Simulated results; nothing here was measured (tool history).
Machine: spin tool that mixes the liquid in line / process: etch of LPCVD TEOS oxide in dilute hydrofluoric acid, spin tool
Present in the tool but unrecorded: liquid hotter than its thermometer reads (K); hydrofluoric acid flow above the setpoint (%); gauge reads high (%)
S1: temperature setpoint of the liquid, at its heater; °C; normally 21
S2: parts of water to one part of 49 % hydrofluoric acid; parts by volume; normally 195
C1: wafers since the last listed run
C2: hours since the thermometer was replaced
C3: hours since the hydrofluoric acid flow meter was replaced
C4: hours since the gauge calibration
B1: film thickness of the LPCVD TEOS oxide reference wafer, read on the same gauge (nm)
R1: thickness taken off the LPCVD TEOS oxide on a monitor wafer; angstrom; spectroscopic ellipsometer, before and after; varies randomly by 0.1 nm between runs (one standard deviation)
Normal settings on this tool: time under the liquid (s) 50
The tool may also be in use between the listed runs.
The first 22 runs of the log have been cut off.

Run 23, hour 1576.6: usual settings but S1 24.5 °C, time under the liquid (s) 80; C1 1583; C2 331.4; C3 947.2; C4 580.5; B1 59.99. Result: R1 240.7 angstrom.
Run 24, hour 1619.4: usual settings but S1 19 °C, S2 115 parts by volume, time under the liquid (s) 40; C1 689; C2 374.2; C3 990; C4 623.3; B1 59.99. Result: R1 180.8 angstrom.
Run 25, hour 1697.6: usual settings but time under the liquid (s) 30; C1 1259; C2 452.4; C3 1068.2; C4 701.5; B1 60.02. Result: R1 79.6 angstrom.
Run 26, hour 1772.5: usual settings but S1 23.5 °C, S2 110 parts by volume, time under the liquid (s) 75; C1 1206; C2 527.3; C3 1143.1; C4 776.4; B1 60.02. Result: R1 430.4 angstrom.
Run 27, hour 1820.8: usual settings but S1 24.5 °C, S2 120 parts by volume, time under the liquid (s) 35; C1 778; C2 575.6; C3 1191.4; C4 824.7; B1 60. Result: R1 188.2 angstrom.
Run 28, hour 1906.3: usual settings but S1 23 °C, S2 235 parts by volume, time under the liquid (s) 75; C1 1377; C2 661.1; C3 1276.9; C4 910.2; B1 59.97. Result: R1 175.1 angstrom.
At hour 1922.6: hydrofluoric acid flow meter replaced.
Run 29, hour 1995.2: usual settings but S1 17.5 °C, time under the liquid (s) 65; C1 1415; C2 750; C3 72.6; C4 999.1; B1 60. Result: R1 144 angstrom.
Run 30, hour 2067.7: usual settings but S1 22.5 °C, time under the liquid (s) 60; C1 1167; C2 822.5; C3 145.1; C4 1071.6; B1 60. Result: R1 163.1 angstrom.
Run 31, hour 2116.5: usual settings; C1 786; C2 871.3; C3 193.9; C4 1120.4; B1 60.02. Result: R1 128.1 angstrom.
Run 32, hour 2162.5: usual settings but S2 230 parts by volume; C1 740; C2 917.3; C3 239.9; C4 1166.4; B1 59.98. Result: R1 105 angstrom.

What if the next run were any one of these 5? Each begins from the tool's condition after run 32:
Run A, hour 2162.9: usual settings but S2 130 parts by volume; C1 6; C2 917.7; C3 240.3; C4 1166.8; B1 ?. Result: R1 ?.
Run B, hour 2162.9: usual settings but S2 285 parts by volume, time under the liquid (s) 75; C1 6; C2 917.7; C3 240.3; C4 1166.8; B1 ?. Result: R1 ?.
Run C, hour 2162.9: usual settings but S1 24.5 °C, S2 255 parts by volume, time under the liquid (s) 60; C1 6; C2 917.7; C3 240.3; C4 1166.8; B1 ?. Result: R1 ?.
Run D, hour 2162.9: usual settings but S1 18 °C; C1 6; C2 917.7; C3 240.3; C4 1166.8; B1 ?. Result: R1 ?.
Run E, hour 2162.9: usual settings but S1 25.5 °C; C1 6; C2 917.7; C3 240.3; C4 1166.8; B1 ?. Result: R1 ?.

run     B1     R1
  A  59.99    205
  B  59.99  120.3
  C  59.99  125.6
  D  59.99  113.7
  E  59.99  151.2
What these runs would have given with no unlogged condition in the tool:
run     R1
  A  201.5
  B  118.1
  C  123.3
  D  111.6
  E  148.5
